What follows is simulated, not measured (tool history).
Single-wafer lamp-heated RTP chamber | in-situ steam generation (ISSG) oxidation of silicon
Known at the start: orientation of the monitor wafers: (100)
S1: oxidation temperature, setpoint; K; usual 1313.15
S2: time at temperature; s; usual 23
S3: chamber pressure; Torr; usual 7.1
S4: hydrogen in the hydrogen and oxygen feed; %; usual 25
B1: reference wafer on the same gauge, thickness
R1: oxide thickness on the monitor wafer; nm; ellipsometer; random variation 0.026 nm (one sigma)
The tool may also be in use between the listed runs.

run,hour,S1,S2,S3,S4,B1,R1
1,0,1313.15,23,7.1,25,7.066,7.267
2,91.5,1313.15,23,7.1,25,7.07,7.278
3,121.3,1313.15,23,7.1,25,7.059,7.302
# hour 134.8: pressure gauge zeroed
4,156.9,1313.15,23,7.1,25,7.066,7.314
# hour 192.9: hydrogen flow controller replaced
5,193.4,1313.15,23,7.1,25,7.064,7.349
6,208.8,1299.15,23,7.1,25,7.058,6.772
7,225.3,1299.15,23,7.1,25,7.064,6.751
8,256.5,1313.15,23,7.1,25,7.055,7.333
# hour 268.9: pyrometer window cleaned and pyrometer calibrated
9,271.8,1313.15,23,7.1,25,7.066,7.2
10,305.4,1304.15,23,6.9,32,7.059,7.388
# hour 312.9: gauge calibrated
11,317.7,1320.15,30,7.1,25,7.05,8.637
12,343.9,1330.15,23,7.1,25,7.057,7.989
13,377,1328.15,27,7.1,25,7.051,8.592
14,396,1313.15,23,8.4,25,7.066,7.216

4 ways to go on from here, each from the tool as it stands after run 14. What would each give?
A,396.4,1313.15,23,7.1,25,?,?
B,396.4,1304.15,14,7.7,28,?,?
C,396.4,1299.15,18,6.9,18,?,?
D,396.4,1319.15,14,7.1,25,?,?

run,B1,R1
A,7.066,7.261
B,7.066,5.607
C,7.066,5.495
D,7.066,5.83
Without the tool's hidden state the same runs would have given:
run,R1
A,7.152
B,5.536
C,5.423
D,5.749
